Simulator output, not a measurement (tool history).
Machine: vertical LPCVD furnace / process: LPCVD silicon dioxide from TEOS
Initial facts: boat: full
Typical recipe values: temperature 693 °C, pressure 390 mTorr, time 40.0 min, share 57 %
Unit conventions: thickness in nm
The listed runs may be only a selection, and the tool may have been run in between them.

run   hour  temperature  pressure  time  share  read-back reference wafer on the same gauge, thickness  thickness
  1    0.0          693       390  40.0     57                                                  286.11     276.60
  2   34.9          693       390  40.0     57                                                  286.33     276.92
  3   58.1          693       390  40.0     57                                                  285.85     277.23
  4   73.8          693       390  40.0     57                                                  285.87     276.34
  5   92.1          693       390  40.0     57                                                  286.10     276.61
  6  118.3          693       390  40.0     57                                                  285.76     276.97
  7  154.2          693       390  40.0     57                                                  286.11     277.09
  8  185.4          693       390  40.0     57                                                  286.09     276.86
  9  220.1          693       390  40.0     57                                                  285.99     276.80
     269.5  -- thermocouples replaced and temperature profile calibrated
 10  270.0          693       390  40.0     57                                                  286.00     256.43
 11  274.8          693       390  40.0     57                                                  286.36     256.25
 12  297.5          697       420  48.5     57                                                  286.05     354.85
     336.2  -- gauge calibrated
     340.4  -- pressure gauge zeroed
 13  340.9          693       390  26.5     57                                                  285.94     171.09
 14  345.0          693       465  40.0     57                                                  286.23     282.58
 15  375.9          693       390  40.0     57                                                  286.23     259.61
 16  400.9          693       390  40.0     57                                                  285.90     260.72
     456.8  -- TEOS flow controller replaced
 17  457.3          693       475  40.0     65                                                  286.09     307.37
 18  468.0          688       305  31.5     57                                                  286.01     161.53
 19  486.7          693       390  40.0     57                                                  286.20     261.40
 20  519.6          703       390  40.0     52                                                  286.08     317.20
 21  535.3          702       390  40.0     57                                                  286.14     325.71
 22  610.3          690       390  40.0     51                                                  286.12     233.23

Each run again, without the hidden state but with its own random variation kept:
The hidden state here: true tube temperature minus thermocouple reading, K; true pressure minus gauge reading, mTorr; deviation of the TEOS flow from its setpoint, %; gauge reads high (%).
run  thickness
  1     254.03
  2     254.27
  3     254.51
  4     253.66
  5     253.87
  6     254.17
  7     254.21
  8     253.96
  9     253.86
 10     254.41
 11     254.08
 12     350.86
 13     168.26
 14     277.78
 15     254.31
 16     254.70
 17     298.54
 18     156.68
 19     253.17
 20     306.51
 21     314.28
 22     223.44
